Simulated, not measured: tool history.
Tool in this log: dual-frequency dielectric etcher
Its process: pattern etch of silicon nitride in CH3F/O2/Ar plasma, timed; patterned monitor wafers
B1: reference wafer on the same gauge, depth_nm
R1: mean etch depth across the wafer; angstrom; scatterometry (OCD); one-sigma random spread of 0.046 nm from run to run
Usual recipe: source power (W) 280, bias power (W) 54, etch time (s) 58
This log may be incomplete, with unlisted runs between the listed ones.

run 1 hour=0 | source_power_(W)=280 bias_power_(W)=54 etch_time_(s)=58 | B1=34.29 | R1=307.1
run 2 hour=14.5 | source_power_(W)=280 bias_power_(W)=54 etch_time_(s)=58 | B1=34.32 | R1=308.1
run 3 hour=27.2 | source_power_(W)=280 bias_power_(W)=54 etch_time_(s)=58 | B1=34.3 | R1=307.1
run 4 hour=34.1 | source_power_(W)=280 bias_power_(W)=54 etch_time_(s)=58 | B1=34.3 | R1=306.8
run 5 hour=51.7 | source_power_(W)=280 bias_power_(W)=54 etch_time_(s)=58 | B1=34.29 | R1=308
run 6 hour=59.2 | source_power_(W)=280 bias_power_(W)=47 etch_time_(s)=51 | B1=34.28 | R1=260.3
run 7 hour=65.4 | source_power_(W)=280 bias_power_(W)=54 etch_time_(s)=58 | B1=34.3 | R1=307.5
run 8 hour=76.4 | source_power_(W)=280 bias_power_(W)=54 etch_time_(s)=58 | B1=34.3 | R1=307.9
run 9 hour=90.5 | source_power_(W)=280 bias_power_(W)=54 etch_time_(s)=58 | B1=34.3 | R1=307.6
run 10 hour=101.7 | source_power_(W)=280 bias_power_(W)=54 etch_time_(s)=58 | B1=34.3 | R1=308.1
-- hour=118.9 source power generator calibrated
-- hour=129.4 wet clean of the chamber
-- hour=142.9 upper electrode replaced
run 11 hour=143.4 | source_power_(W)=280 bias_power_(W)=54 etch_time_(s)=58 | B1=34.33 | R1=305.7
run 12 hour=143.7 | source_power_(W)=280 bias_power_(W)=54 etch_time_(s)=58 | B1=34.31 | R1=305.5
run 13 hour=144.1 | source_power_(W)=280 bias_power_(W)=54 etch_time_(s)=58 | B1=34.28 | R1=306.2
run 14 hour=152.9 | source_power_(W)=320 bias_power_(W)=54 etch_time_(s)=67 | B1=34.3 | R1=375.2
-- hour=172.9 bias power generator calibrated
run 15 hour=173.4 | source_power_(W)=280 bias_power_(W)=54 etch_time_(s)=58 | B1=34.29 | R1=305.9
run 16 hour=181.7 | source_power_(W)=320 bias_power_(W)=42 etch_time_(s)=68.5 | B1=34.29 | R1=358.8
run 17 hour=192.5 | source_power_(W)=280 bias_power_(W)=54 etch_time_(s)=68.5 | B1=34.31 | R1=362.2
run 18 hour=207 | source_power_(W)=280 bias_power_(W)=54 etch_time_(s)=58 | B1=34.29 | R1=306.1
-- hour=207.6 gauge calibrated
run 19 hour=219 | source_power_(W)=280 bias_power_(W)=47 etch_time_(s)=51 | B1=34.32 | R1=258.4
run 20 hour=231.8 | source_power_(W)=280 bias_power_(W)=47 etch_time_(s)=51 | B1=34.29 | R1=258.5
run 21 hour=244.4 | source_power_(W)=220 bias_power_(W)=64 etch_time_(s)=58 | B1=34.3 | R1=288.9
run 22 hour=259 | source_power_(W)=330 bias_power_(W)=54 etch_time_(s)=58 | B1=34.28 | R1=331.8
run 23 hour=271 | source_power_(W)=280 bias_power_(W)=48 etch_time_(s)=70 | B1=34.29 | R1=357.4
run 24 hour=287.3 | source_power_(W)=210 bias_power_(W)=67 etch_time_(s)=58 | B1=34.29 | R1=286.4
run 25 hour=296.5 | source_power_(W)=280 bias_power_(W)=61 etch_time_(s)=65 | B1=34.29 | R1=357
run 26 hour=338.3 | source_power_(W)=280 bias_power_(W)=64 etch_time_(s)=45.5 | B1=34.29 | R1=254.1

Had the tool no unlogged condition, and each run kept its random variation, what would the results have been?
Hidden state present: etch rate over this chamber's usual, %; source power that arrives over what is set, %; bias power that arrives over what is set, %; gauge reads high (%).
run=1 R1=305.2
run=2 R1=306.1
run=3 R1=305.1
run=4 R1=304.7
run=5 R1=305.8
run=6 R1=258.4
run=7 R1=305.2
run=8 R1=305.5
run=9 R1=305.1
run=10 R1=305.6
run=11 R1=304.9
run=12 R1=304.8
run=13 R1=305.5
run=14 R1=374.3
run=15 R1=305
run=16 R1=357.6
run=17 R1=360.9
run=18 R1=304.9
run=19 R1=257.4
run=20 R1=257.3
run=21 R1=287.5
run=22 R1=330.2
run=23 R1=355.5
run=24 R1=284.8
run=25 R1=355
run=26 R1=252.4
